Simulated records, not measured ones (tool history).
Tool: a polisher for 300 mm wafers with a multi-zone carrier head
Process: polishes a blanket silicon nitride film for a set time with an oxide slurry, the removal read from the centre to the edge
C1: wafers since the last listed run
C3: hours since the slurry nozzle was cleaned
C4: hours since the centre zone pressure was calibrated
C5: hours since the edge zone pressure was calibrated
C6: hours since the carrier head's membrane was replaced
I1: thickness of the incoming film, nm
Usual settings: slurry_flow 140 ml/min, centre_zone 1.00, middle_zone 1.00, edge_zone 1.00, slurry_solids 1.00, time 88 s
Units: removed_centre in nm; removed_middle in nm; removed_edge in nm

{"run": 1, "hour": 0.0, "slurry_flow": 140, "centre_zone": 1.0, "middle_zone": 1.0, "edge_zone": 1.0, "slurry_solids": 1.0, "time": 88, "C1": 0, "wafers polished on this pad": 727, "C3": 337.0, "C4": 738.2, "C5": 866.2, "C6": 1532.0, "I1": 407.1, "removed_centre": 69.5, "removed_middle": 72.3, "removed_edge": 75.7}
{"run": 2, "hour": 25.1, "slurry_flow": 140, "centre_zone": 1.0, "middle_zone": 1.0, "edge_zone": 1.0, "slurry_solids": 1.0, "time": 88, "C1": 135, "wafers polished on this pad": 862, "C3": 362.1, "C4": 763.3, "C5": 891.3, "C6": 1557.1, "I1": 415.2, "removed_centre": 68.3, "removed_middle": 67.7, "removed_edge": 71.6}
{"hour": 45.8, "done": "slurry nozzle cleaned"}
{"run": 3, "hour": 46.9, "slurry_flow": 140, "centre_zone": 1.0, "middle_zone": 1.0, "edge_zone": 1.0, "slurry_solids": 1.0, "time": 88, "C1": 111, "wafers polished on this pad": 974, "C3": 1.1, "C4": 785.1, "C5": 913.1, "C6": 1578.9, "I1": 409.9, "removed_centre": 74.2, "removed_middle": 75.4, "removed_edge": 76.2}
{"hour": 58.2, "done": "worn pad replaced by a new one"}
{"run": 4, "hour": 59.4, "slurry_flow": 140, "centre_zone": 1.0, "middle_zone": 1.0, "edge_zone": 1.0, "slurry_solids": 1.0, "time": 88, "C1": 45, "wafers polished on this pad": 6, "C3": 13.6, "C4": 797.6, "C5": 925.6, "C6": 1591.4, "I1": 414.6, "removed_centre": 79.2, "removed_middle": 79.7, "removed_edge": 81.0}
{"hour": 67.9, "done": "edge zone pressure recalibrated"}
{"run": 5, "hour": 77.7, "slurry_flow": 140, "centre_zone": 1.0, "middle_zone": 1.0, "edge_zone": 1.0, "slurry_solids": 1.0, "time": 88, "C1": 87, "wafers polished on this pad": 94, "C3": 31.9, "C4": 815.9, "C5": 9.8, "C6": 1609.7, "I1": 411.1, "removed_centre": 81.1, "removed_middle": 79.7, "removed_edge": 82.8}
{"run": 6, "hour": 111.2, "slurry_flow": 140, "centre_zone": 1.0, "middle_zone": 1.0, "edge_zone": 1.0, "slurry_solids": 1.0, "time": 88, "C1": 180, "wafers polished on this pad": 274, "C3": 65.4, "C4": 849.4, "C5": 43.3, "C6": 1643.2, "I1": 415.4, "removed_centre": 78.0, "removed_middle": 79.5, "removed_edge": 79.1}
{"run": 7, "hour": 143.4, "slurry_flow": 140, "centre_zone": 1.0, "middle_zone": 1.0, "edge_zone": 1.0, "slurry_solids": 1.0, "time": 88, "C1": 173, "wafers polished on this pad": 447, "C3": 97.6, "C4": 881.6, "C5": 75.5, "C6": 1675.4, "I1": 404.9, "removed_centre": 77.6, "removed_middle": 77.6, "removed_edge": 79.5}
{"hour": 173.9, "done": "centre zone pressure recalibrated"}
{"run": 8, "hour": 174.7, "slurry_flow": 140, "centre_zone": 0.94, "middle_zone": 1.0, "edge_zone": 1.0, "slurry_solids": 1.0, "time": 88, "C1": 157, "wafers polished on this pad": 605, "C3": 128.9, "C4": 0.8, "C5": 106.8, "C6": 1706.7, "I1": 409.6, "removed_centre": 71.3, "removed_middle": 78.0, "removed_edge": 78.3}
{"run": 9, "hour": 197.4, "slurry_flow": 140, "centre_zone": 0.95, "middle_zone": 1.0, "edge_zone": 0.93, "slurry_solids": 1.0, "time": 88, "C1": 122, "wafers polished on this pad": 727, "C3": 151.6, "C4": 23.5, "C5": 129.5, "C6": 1729.4, "I1": 408.0, "removed_centre": 71.7, "removed_middle": 74.7, "removed_edge": 75.3}
{"run": 10, "hour": 231.2, "slurry_flow": 140, "centre_zone": 1.0, "middle_zone": 0.96, "edge_zone": 0.97, "slurry_solids": 1.0, "time": 88, "C1": 181, "wafers polished on this pad": 909, "C3": 185.4, "C4": 57.3, "C5": 163.3, "C6": 1763.2, "I1": 411.7, "removed_centre": 73.6, "removed_middle": 71.4, "removed_edge": 75.3}
{"run": 11, "hour": 255.3, "slurry_flow": 125, "centre_zone": 1.1, "middle_zone": 1.0, "edge_zone": 1.0, "slurry_solids": 1.0, "time": 88, "C1": 129, "wafers polished on this pad": 1039, "C3": 209.5, "C4": 81.4, "C5": 187.4, "C6": 1787.3, "I1": 409.7, "removed_centre": 76.0, "removed_middle": 70.7, "removed_edge": 75.0}
{"hour": 279.0, "done": "worn pad replaced by a new one"}
{"run": 12, "hour": 284.4, "slurry_flow": 140, "centre_zone": 1.0, "middle_zone": 1.0, "edge_zone": 1.0, "slurry_solids": 1.0, "time": 88, "C1": 135, "wafers polished on this pad": 29, "C3": 238.6, "C4": 110.5, "C5": 216.5, "C6": 1816.4, "I1": 413.1, "removed_centre": 76.3, "removed_middle": 78.7, "removed_edge": 81.1}
{"run": 13, "hour": 297.8, "slurry_flow": 140, "centre_zone": 1.0, "middle_zone": 1.0, "edge_zone": 1.0, "slurry_solids": 0.75, "time": 88, "C1": 72, "wafers polished on this pad": 101, "C3": 252.0, "C4": 123.9, "C5": 229.9, "C6": 1829.8, "I1": 412.1, "removed_centre": 66.8, "removed_middle": 66.7, "removed_edge": 68.1}
{"hour": 309.7, "done": "carrier head's membrane replaced by a new one"}
{"run": 14, "hour": 314.1, "slurry_flow": 140, "centre_zone": 1.0, "middle_zone": 1.0, "edge_zone": 1.0, "slurry_solids": 1.0, "time": 88, "C1": 60, "wafers polished on this pad": 162, "C3": 268.3, "C4": 140.2, "C5": 246.2, "C6": 4.4, "I1": 410.9, "removed_centre": 76.9, "removed_middle": 75.9, "removed_edge": 79.7}
{"run": 15, "hour": 341.9, "slurry_flow": 140, "centre_zone": 1.0, "middle_zone": 1.0, "edge_zone": 0.9, "slurry_solids": 1.2, "time": 88, "C1": 149, "wafers polished on this pad": 311, "C3": 296.1, "C4": 168.0, "C5": 274.0, "C6": 32.2, "I1": 413.9, "removed_centre": 80.2, "removed_middle": 81.2, "removed_edge": 81.0}
{"run": 16, "hour": 368.2, "slurry_flow": 175, "centre_zone": 1.0, "middle_zone": 1.0, "edge_zone": 1.11, "slurry_solids": 1.0, "time": 88, "C1": 141, "wafers polished on this pad": 453, "C3": 322.4, "C4": 194.3, "C5": 300.3, "C6": 58.5, "I1": 418.2, "removed_centre": 77.7, "removed_middle": 77.1, "removed_edge": 82.9}
{"run": 17, "hour": 399.6, "slurry_flow": 140, "centre_zone": 1.0, "middle_zone": 1.0, "edge_zone": 1.0, "slurry_solids": 1.0, "time": 88, "C1": 169, "wafers polished on this pad": 622, "C3": 353.8, "C4": 225.7, "C5": 331.7, "C6": 89.9, "I1": 406.5, "removed_centre": 69.6, "removed_middle": 70.2, "removed_edge": 74.2}
{"run": 18, "hour": 415.1, "slurry_flow": 140, "centre_zone": 1.0, "middle_zone": 1.0, "edge_zone": 0.88, "slurry_solids": 1.0, "time": 104, "C1": 83, "wafers polished on this pad": 705, "C3": 369.3, "C4": 241.2, "C5": 347.2, "C6": 105.4, "I1": 409.9, "removed_centre": 80.0, "removed_middle": 82.4, "removed_edge": 82.1}
{"run": 19, "hour": 450.8, "slurry_flow": 115, "centre_zone": 1.0, "middle_zone": 0.93, "edge_zone": 1.09, "slurry_solids": 1.2, "time": 88, "C1": 192, "wafers polished on this pad": 898, "C3": 405.0, "C4": 276.9, "C5": 382.9, "C6": 141.1, "I1": 406.2, "removed_centre": 63.5, "removed_middle": 62.1, "removed_edge": 74.4}
{"hour": 463.9, "done": "slurry nozzle cleaned"}
{"run": 20, "hour": 467.2, "slurry_flow": 175, "centre_zone": 1.0, "middle_zone": 1.0, "edge_zone": 1.11, "slurry_solids": 1.0, "time": 88, "C1": 82, "wafers polished on this pad": 980, "C3": 3.3, "C4": 293.3, "C5": 399.3, "C6": 157.5, "I1": 417.5, "removed_centre": 77.7, "removed_middle": 77.7, "removed_edge": 80.2}
{"run": 21, "hour": 487.5, "slurry_flow": 140, "centre_zone": 0.93, "middle_zone": 1.0, "edge_zone": 1.0, "slurry_solids": 1.0, "time": 88, "C1": 109, "wafers polished on this pad": 1090, "C3": 23.6, "C4": 313.6, "C5": 419.6, "C6": 177.8, "I1": 412.6, "removed_centre": 69.3, "removed_middle": 74.4, "removed_edge": 76.3}

5 ways to go on from here, each from the tool as it stands after run 21. What would each give?
{"run": "A", "hour": 488.0, "slurry_flow": 140, "centre_zone": 1.0, "middle_zone": 1.0, "edge_zone": 0.97, "slurry_solids": 1.0, "time": 88, "C1": 2, "wafers polished on this pad": 1092, "C3": 24.1, "C4": 314.1, "C5": 420.1, "C6": 178.3, "I1": 408.6, "removed_centre": "?", "removed_middle": "?", "removed_edge": "?"}
{"run": "B", "hour": 488.0, "slurry_flow": 140, "centre_zone": 1.0, "middle_zone": 0.89, "edge_zone": 1.0, "slurry_solids": 1.0, "time": 101, "C1": 2, "wafers polished on this pad": 1092, "C3": 24.1, "C4": 314.1, "C5": 420.1, "C6": 178.3, "I1": 408.6, "removed_centre": "?", "removed_middle": "?", "removed_edge": "?"}
{"run": "C", "hour": 488.0, "slurry_flow": 180, "centre_zone": 1.08, "middle_zone": 1.0, "edge_zone": 1.0, "slurry_solids": 1.0, "time": 88, "C1": 2, "wafers polished on this pad": 1092, "C3": 24.1, "C4": 314.1, "C5": 420.1, "C6": 178.3, "I1": 408.6, "removed_centre": "?", "removed_middle": "?", "removed_edge": "?"}
{"run": "D", "hour": 488.0, "slurry_flow": 180, "centre_zone": 1.0, "middle_zone": 1.07, "edge_zone": 1.0, "slurry_solids": 1.2, "time": 65, "C1": 2, "wafers polished on this pad": 1092, "C3": 24.1, "C4": 314.1, "C5": 420.1, "C6": 178.3, "I1": 408.6, "removed_centre": "?", "removed_middle": "?", "removed_edge": "?"}
{"run": "E", "hour": 488.0, "slurry_flow": 165, "centre_zone": 1.0, "middle_zone": 1.0, "edge_zone": 1.0, "slurry_solids": 0.7, "time": 88, "C1": 2, "wafers polished on this pad": 1092, "C3": 24.1, "C4": 314.1, "C5": 420.1, "C6": 178.3, "I1": 408.6, "removed_centre": "?", "removed_middle": "?", "removed_edge": "?"}

run=A removed_centre=74.2 removed_middle=73.5 removed_edge=75.7
run=B removed_centre=85.1 removed_middle=77.7 removed_edge=88.0
run=C removed_centre=84.8 removed_middle=77.3 removed_edge=79.4
run=D removed_centre=62.8 removed_middle=65.0 removed_edge=63.5
run=E removed_centre=64.3 removed_middle=63.4 removed_edge=65.5
Without the tool's hidden state the same runs would have given:
run=A removed_centre=82.3 removed_middle=81.5 removed_edge=83.7
run=B removed_centre=94.4 removed_middle=86.1 removed_edge=97.4
run=C removed_centre=93.9 removed_middle=85.5 removed_edge=87.8
run=D removed_centre=69.6 removed_middle=71.9 removed_edge=70.2
run=E removed_centre=71.2 removed_middle=70.3 removed_edge=72.4
